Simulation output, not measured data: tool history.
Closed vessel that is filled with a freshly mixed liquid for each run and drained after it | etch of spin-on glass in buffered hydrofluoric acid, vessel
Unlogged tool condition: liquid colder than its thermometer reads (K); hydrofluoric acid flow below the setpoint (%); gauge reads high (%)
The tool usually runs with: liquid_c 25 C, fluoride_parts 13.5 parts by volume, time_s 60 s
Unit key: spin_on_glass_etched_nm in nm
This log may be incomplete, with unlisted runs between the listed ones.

run	hour	liquid_c	fluoride_parts	time_s	wafers since the last listed run	hours since the thermometer was replaced	hours since the hydrofluoric acid flow meter was replaced	hours since the gauge calibration	read-back film thickness of the spin-on glass reference wafer, read on the same gauge (nm)	spin_on_glass_etched_nm
1	0	25	13.5	60	0	534.7	363.3	86.7	150.01	204.63
2	15.3	25	13.5	60	1508	550	378.6	102	149.93	203.5
3	31.4	25	12.5	60	1587	566.1	394.7	118.1	150	221.59
4	42.3	25	12.5	60	1074	577	405.6	129	150	222.2
5	76.6	25	16.5	60	3382	611.3	439.9	163.3	149.99	168.95
6	88.9	25	13.5	60	1212	623.6	452.2	175.6	150	205.83
7	103	21.5	13.5	60	1390	637.7	466.3	189.7	150	169.25
8	118.7	21.5	13.5	60	1548	653.4	482	205.4	149.99	168.28
# hour 128: hydrofluoric acid flow meter replaced
9	128.5	21.5	13.5	60	867	663.2	0.5	215.2	150.03	168.9
10	137.4	23	13.5	60	877	672.1	9.4	224.1	150	185.12
11	150.3	23	13.5	60	1272	685	22.3	237	149.99	184.9
12	163.8	29.5	13.5	95	1331	698.5	35.8	250.5	149.98	410.08
13	175.2	25	13.5	70	1124	709.9	47.2	261.9	150.03	238.5
14	182.5	25	13.5	60	719	717.2	54.5	269.2	149.99	204.3
15	191	23	13.5	60	838	725.7	63	277.7	150.03	183.33
16	204.1	25	10	80	1291	738.8	76.1	290.8	150	366.26
17	221.7	25	9.5	45	1735	756.4	93.7	308.4	150	212.71
18	235.1	25	13.5	60	1321	769.8	107.1	321.8	149.97	205.05

Forecast run 19:
19	250.6	28	9.5	40	1528	785.3	122.6	337.3	?	?

{"run 19": {"read-back film thickness of the spin-on glass reference wafer, read on the same gauge (nm)": 150, "spin_on_glass_etched_nm": 222.08}}
Take away the tool's hidden state, keep the run-to-run variation as it was, and the same run would have given spin_on_glass_etched_nm 222.08 nm.
